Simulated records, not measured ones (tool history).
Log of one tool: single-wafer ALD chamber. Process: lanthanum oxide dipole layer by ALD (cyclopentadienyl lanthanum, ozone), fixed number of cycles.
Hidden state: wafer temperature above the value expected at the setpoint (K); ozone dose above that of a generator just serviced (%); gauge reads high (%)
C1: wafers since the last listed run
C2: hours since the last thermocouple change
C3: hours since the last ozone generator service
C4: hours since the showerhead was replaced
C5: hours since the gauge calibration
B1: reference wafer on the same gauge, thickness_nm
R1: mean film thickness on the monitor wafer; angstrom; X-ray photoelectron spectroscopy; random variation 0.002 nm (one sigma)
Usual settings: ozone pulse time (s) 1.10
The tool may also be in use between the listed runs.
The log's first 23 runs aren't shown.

At hour 1725.4: gauge calibrated.
Run 24, hour 1760.9: usual settings but ozone pulse time (s) 1.33; C1 1133; C2 443.3; C3 637.4; C4 908.0; C5 35.5; B1 0.445. Result: R1 5.11 angstrom.
Run 25, hour 1818.9: usual settings but ozone pulse time (s) 1.29; C1 843; C2 501.3; C3 695.4; C4 966.0; C5 93.5; B1 0.445. Result: R1 5.03 angstrom.
Run 26, hour 1879.1: usual settings; C1 875; C2 561.5; C3 755.6; C4 1026.2; C5 153.7; B1 0.445. Result: R1 4.66 angstrom.
Run 27, hour 1999.9: usual settings; C1 1757; C2 682.3; C3 876.4; C4 1147.0; C5 274.5; B1 0.445. Result: R1 4.68 angstrom.
At hour 2089.1: ozone generator serviced.
Run 28, hour 2092.9: usual settings but ozone pulse time (s) 1.40; C1 1236; C2 775.3; C3 3.8; C4 1240.0; C5 367.5; B1 0.445. Result: R1 5.25 angstrom.
Run 29, hour 2157.5: usual settings but ozone pulse time (s) 0.83; C1 939; C2 839.9; C3 68.4; C4 1304.6; C5 432.1; B1 0.445. Result: R1 3.75 angstrom.
Run 30, hour 2241.0: usual settings; C1 1214; C2 923.4; C3 151.9; C4 1388.1; C5 515.6; B1 0.445. Result: R1 4.78 angstrom.
Run 31, hour 2307.9: usual settings; C1 973; C2 990.3; C3 218.8; C4 1455.0; C5 582.5; B1 0.444. Result: R1 4.78 angstrom.
Run 32, hour 2404.4: usual settings but ozone pulse time (s) 0.86; C1 1403; C2 1086.8; C3 315.3; C4 1551.5; C5 679.0; B1 0.445. Result: R1 3.81 angstrom.
At hour 2450.9: thermocouple changed; heater temperature recalibrated.
Run 33, hour 2480.8: usual settings but ozone pulse time (s) 1.48; C1 995; C2 29.9; C3 391.7; C4 1627.9; C5 755.4; B1 0.445. Result: R1 5.25 angstrom.

5 ways to go on from here, each from the tool as it stands after run 33. What would each give?
Run A, hour 2481.2: usual settings but ozone pulse time (s) 1.45; C1 5; C2 30.3; C3 392.1; C4 1628.3; C5 755.8; B1 ?. Result: R1 ?.
Run B, hour 2481.2: usual settings but ozone pulse time (s) 0.69; C1 5; C2 30.3; C3 392.1; C4 1628.3; C5 755.8; B1 ?. Result: R1 ?.
Run C, hour 2481.2: usual settings but ozone pulse time (s) 0.79; C1 5; C2 30.3; C3 392.1; C4 1628.3; C5 755.8; B1 ?. Result: R1 ?.
Run D, hour 2481.2: usual settings but ozone pulse time (s) 1.38; C1 5; C2 30.3; C3 392.1; C4 1628.3; C5 755.8; B1 ?. Result: R1 ?.
Run E, hour 2481.2: usual settings but ozone pulse time (s) 0.95; C1 5; C2 30.3; C3 392.1; C4 1628.3; C5 755.8; B1 ?. Result: R1 ?.

run     B1    R1
  A  0.445  5.26
  B  0.445  2.49
  C  0.445  3.36
  D  0.445  5.20
  E  0.445  4.27
Without the tool's hidden state the same runs would have given:
run    R1
  A  5.31
  B  2.63
  C  3.52
  D  5.26
  E  4.41
